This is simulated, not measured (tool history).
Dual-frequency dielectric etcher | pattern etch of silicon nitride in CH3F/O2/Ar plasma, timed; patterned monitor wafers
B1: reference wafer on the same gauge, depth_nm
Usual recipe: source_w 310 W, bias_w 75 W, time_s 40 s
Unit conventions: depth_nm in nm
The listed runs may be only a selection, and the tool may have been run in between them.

Run 1, day 0: usual settings but time_s 46 s; B1 21.91. Result: depth_nm 27.91 nm.
Run 2, day 1.238: usual settings but time_s 46 s; B1 21.91. Result: depth_nm 27.9 nm.
Run 3, day 2.138: usual settings; B1 21.91. Result: depth_nm 24.25 nm.
Run 4, day 3.321: usual settings; B1 21.92. Result: depth_nm 24.35 nm.
Run 5, day 4.238: usual settings; B1 21.91. Result: depth_nm 24.35 nm.
Run 6, day 4.779: usual settings; B1 21.92. Result: depth_nm 24.23 nm.
Run 7, day 5.425: usual settings; B1 21.9. Result: depth_nm 24.16 nm.
At day 5.721: gauge calibrated.
Run 8, day 6.112: usual settings; B1 21.9. Result: depth_nm 24.12 nm.
Run 9, day 6.954: usual settings but source_w 330 W; B1 21.91. Result: depth_nm 24.47 nm.
Run 10, day 7.517: usual settings but bias_w 80 W; B1 21.9. Result: depth_nm 24.67 nm.
Run 11, day 10.658: usual settings; B1 21.89. Result: depth_nm 23.96 nm.
At day 12.325: upper electrode replaced.
Run 12, day 12.346: usual settings but time_s 35 s; B1 21.91. Result: depth_nm 20.93 nm.
Run 13, day 12.829: usual settings but time_s 35 s; B1 21.92. Result: depth_nm 20.9 nm.
Run 14, day 14.329: usual settings but source_w 230 W, bias_w 67 W, time_s 29 s; B1 21.87. Result: depth_nm 15.29 nm.
Run 15, day 15.104: usual settings but source_w 380 W, bias_w 85 W; B1 21.87. Result: depth_nm 26.41 nm.
Run 16, day 16.367: usual settings; B1 21.89. Result: depth_nm 23.65 nm.
At day 17.554: wet clean of the chamber.
Run 17, day 17.575: usual settings; B1 21.93. Result: depth_nm 24.85 nm.
Run 18, day 17.95: usual settings; B1 21.88. Result: depth_nm 24.75 nm.
At day 21.225: source power generator calibrated.
Run 19, day 21.288: usual settings but source_w 370 W, bias_w 87 W; B1 21.91. Result: depth_nm 27.67 nm.
At day 22.621: bias power generator calibrated.
At day 24.229: gauge calibrated.
Run 20, day 25.062: usual settings; B1 21.9. Result: depth_nm 24.51 nm.
Run 21, day 25.721: usual settings; B1 21.89. Result: depth_nm 24.6 nm.
Run 22, day 26.662: usual settings but bias_w 57 W, time_s 46 s; B1 21.88. Result: depth_nm 25.42 nm.
Run 23, day 28.071: usual settings but bias_w 83 W, time_s 45.5 s; B1 21.89. Result: depth_nm 28.68 nm.
Run 24, day 28.938: usual settings but source_w 360 W, bias_w 93 W, time_s 31.5 s; B1 21.91. Result: depth_nm 21.61 nm.
Run 25, day 29.875: usual settings but bias_w 83 W; B1 21.91. Result: depth_nm 25.34 nm.
Run 26, day 30.642: usual settings but source_w 260 W, bias_w 56 W; B1 21.9. Result: depth_nm 20.79 nm.

Each row is a separate what-if for the run after 26, all from the same tool condition, not one after another. Results?
Run A, day 30.658: usual settings but source_w 280 W; B1 ?. Result: depth_nm ?.
Run B, day 30.658: usual settings but source_w 260 W, time_s 33.5 s; B1 ?. Result: depth_nm ?.
Run C, day 30.658: usual settings but source_w 260 W, time_s 43 s; B1 ?. Result: depth_nm ?.
Run D, day 30.658: usual settings but source_w 370 W, bias_w 64 W, time_s 45 s; B1 ?. Result: depth_nm ?.

run    B1  depth_nm
  A  21.9     23.61
  B  21.9     19.38
  C  21.9     24.88
  D  21.9      27.2
Without the tool's hidden state the same runs would have given:
run  depth_nm
  A     24.17
  B     19.84
  C     25.47
  D     27.84
